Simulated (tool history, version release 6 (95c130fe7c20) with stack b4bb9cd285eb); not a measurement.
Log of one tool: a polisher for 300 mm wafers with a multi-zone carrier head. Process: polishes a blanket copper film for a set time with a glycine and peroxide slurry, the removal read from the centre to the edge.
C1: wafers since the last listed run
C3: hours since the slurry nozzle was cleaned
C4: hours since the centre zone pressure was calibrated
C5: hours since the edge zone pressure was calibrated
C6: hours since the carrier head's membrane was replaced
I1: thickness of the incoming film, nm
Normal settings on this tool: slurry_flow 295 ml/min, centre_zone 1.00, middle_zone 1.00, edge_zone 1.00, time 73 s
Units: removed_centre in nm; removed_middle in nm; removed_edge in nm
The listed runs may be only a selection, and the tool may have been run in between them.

Run 1, hour 0.0: usual settings; C1 0; wafers polished on this pad 330; C3 459.2; C4 935.9; C5 671.6; C6 995.3; I1 1938.5. Result: removed_centre 308.9 nm, removed_middle 310.6 nm, removed_edge 300.7 nm.
Run 2, hour 16.4: usual settings; C1 83; wafers polished on this pad 413; C3 475.6; C4 952.3; C5 688.0; C6 1011.7; I1 1938.2. Result: removed_centre 309.7 nm, removed_middle 302.0 nm, removed_edge 312.3 nm.
Run 3, hour 32.9: usual settings; C1 83; wafers polished on this pad 497; C3 492.1; C4 968.8; C5 704.5; C6 1028.2; I1 1933.0. Result: removed_centre 304.8 nm, removed_middle 306.6 nm, removed_edge 301.4 nm.
Run 4, hour 47.9: usual settings; C1 76; wafers polished on this pad 573; C3 507.1; C4 983.8; C5 719.5; C6 1043.2; I1 1947.9. Result: removed_centre 300.2 nm, removed_middle 302.4 nm, removed_edge 305.7 nm.
At hour 60.3: worn pad replaced by a new one.
Run 5, hour 92.0: usual settings; C1 203; wafers polished on this pad 160; C3 551.2; C4 1027.9; C5 763.6; C6 1087.3; I1 1939.7. Result: removed_centre 277.1 nm, removed_middle 282.4 nm, removed_edge 279.5 nm.
At hour 102.8: worn pad replaced by a new one, repeated, since the last time left the tool worse.
Run 6, hour 103.5: usual settings but edge_zone 0.92; C1 38; wafers polished on this pad 3; C3 562.7; C4 1039.4; C5 775.1; C6 1098.8; I1 1926.9. Result: removed_centre 320.3 nm, removed_middle 319.6 nm, removed_edge 302.0 nm.
Run 7, hour 111.7: usual settings but edge_zone 0.92; C1 41; wafers polished on this pad 45; C3 570.9; C4 1047.6; C5 783.3; C6 1107.0; I1 1940.8. Result: removed_centre 312.7 nm, removed_middle 323.4 nm, removed_edge 301.0 nm.
Run 8, hour 124.6: usual settings but edge_zone 1.07; C1 65; wafers polished on this pad 110; C3 583.8; C4 1060.5; C5 796.2; C6 1119.9; I1 1947.4. Result: removed_centre 317.3 nm, removed_middle 314.7 nm, removed_edge 318.7 nm.
At hour 127.8: centre zone pressure recalibrated.
At hour 160.5: edge zone pressure recalibrated.
Run 9, hour 163.9: usual settings but edge_zone 1.07; C1 179; wafers polished on this pad 289; C3 623.1; C4 36.1; C5 3.4; C6 1159.2; I1 1959.9. Result: removed_centre 308.9 nm, removed_middle 310.2 nm, removed_edge 307.0 nm.
Run 10, hour 176.5: usual settings; C1 63; wafers polished on this pad 353; C3 635.7; C4 48.7; C5 16.0; C6 1171.8; I1 1944.6. Result: removed_centre 311.6 nm, removed_middle 312.9 nm, removed_edge 305.4 nm.
Run 11, hour 184.4: usual settings; C1 40; wafers polished on this pad 393; C3 643.6; C4 56.6; C5 23.9; C6 1179.7; I1 1964.5. Result: removed_centre 312.4 nm, removed_middle 314.5 nm, removed_edge 306.9 nm.
At hour 190.0: carrier head's membrane replaced by a new one.
Run 12, hour 198.0: usual settings but middle_zone 1.09, time 94 s; C1 43; wafers polished on this pad 437; C3 657.2; C4 70.2; C5 37.5; C6 8.0; I1 1974.6. Result: removed_centre 391.1 nm, removed_middle 430.1 nm, removed_edge 394.8 nm.
Run 13, hour 209.6: usual settings but slurry_flow 370 ml/min, edge_zone 0.88; C1 58; wafers polished on this pad 496; C3 668.8; C4 81.8; C5 49.1; C6 19.6; I1 1971.6. Result: removed_centre 305.9 nm, removed_middle 314.9 nm, removed_edge 290.9 nm.
At hour 217.2: slurry nozzle cleaned.
Run 14, hour 225.0: usual settings; C1 73; wafers polished on this pad 569; C3 7.8; C4 97.2; C5 64.5; C6 35.0; I1 1921.1. Result: removed_centre 302.6 nm, removed_middle 304.8 nm, removed_edge 293.8 nm.
Run 15, hour 239.2: usual settings but edge_zone 0.96; C1 72; wafers polished on this pad 641; C3 22.0; C4 111.4; C5 78.7; C6 49.2; I1 1960.7. Result: removed_centre 302.6 nm, removed_middle 303.9 nm, removed_edge 285.9 nm.
At hour 251.3: worn pad replaced by a new one.
Run 16, hour 256.1: usual settings but slurry_flow 195 ml/min, edge_zone 0.95; C1 65; wafers polished on this pad 24; C3 38.9; C4 128.3; C5 95.6; C6 66.1; I1 1938.7. Result: removed_centre 302.3 nm, removed_middle 311.8 nm, removed_edge 298.4 nm.
Run 17, hour 266.2: usual settings but slurry_flow 390 ml/min, centre_zone 1.07, edge_zone 1.03, time 96 s; C1 51; wafers polished on this pad 75; C3 49.0; C4 138.4; C5 105.7; C6 76.2; I1 1958.5. Result: removed_centre 455.0 nm, removed_middle 415.1 nm, removed_edge 415.9 nm.
Run 18, hour 274.0: usual settings but slurry_flow 195 ml/min, centre_zone 0.95, edge_zone 1.04; C1 39; wafers polished on this pad 115; C3 56.8; C4 146.2; C5 113.5; C6 84.0; I1 1966.2. Result: removed_centre 284.5 nm, removed_middle 309.7 nm, removed_edge 303.3 nm.

Predict each of these 5 candidate next runs independently; none follows another, all start after run 18:
Run A, hour 274.5: usual settings; C1 2; wafers polished on this pad 117; C3 57.3; C4 146.7; C5 114.0; C6 84.5; I1 1950.7. Result: removed_centre ?, removed_middle ?, removed_edge ?.
Run B, hour 274.5: usual settings but middle_zone 1.10, time 93 s; C1 2; wafers polished on this pad 117; C3 57.3; C4 146.7; C5 114.0; C6 84.5; I1 1950.7. Result: removed_centre ?, removed_middle ?, removed_edge ?.
Run C, hour 274.5: usual settings but centre_zone 1.09, edge_zone 0.88, time 94 s; C1 2; wafers polished on this pad 117; C3 57.3; C4 146.7; C5 114.0; C6 84.5; I1 1950.7. Result: removed_centre ?, removed_middle ?, removed_edge ?.
Run D, hour 274.5: usual settings but slurry_flow 400 ml/min, edge_zone 1.10; C1 2; wafers polished on this pad 117; C3 57.3; C4 146.7; C5 114.0; C6 84.5; I1 1950.7. Result: removed_centre ?, removed_middle ?, removed_edge ?.
Run E, hour 274.5: usual settings but slurry_flow 385 ml/min; C1 2; wafers polished on this pad 117; C3 57.3; C4 146.7; C5 114.0; C6 84.5; I1 1950.7. Result: removed_centre ?, removed_middle ?, removed_edge ?.

run  removed_centre  removed_middle  removed_edge
  A           312.0           316.0         315.1
  B           397.7           436.6         400.9
  C           438.2           406.8         382.1
  D           319.1           322.5         335.4
  E           318.2           321.8         319.4
With the hidden condition removed and each run's random variation left untouched, the same runs would have given:
run  removed_centre  removed_middle  removed_edge
  A           318.1           322.2         321.2
  B           405.5           445.2         408.7
  C           446.7           414.8         389.6
  D           325.3           328.8         342.0
  E           324.5           328.0         325.7
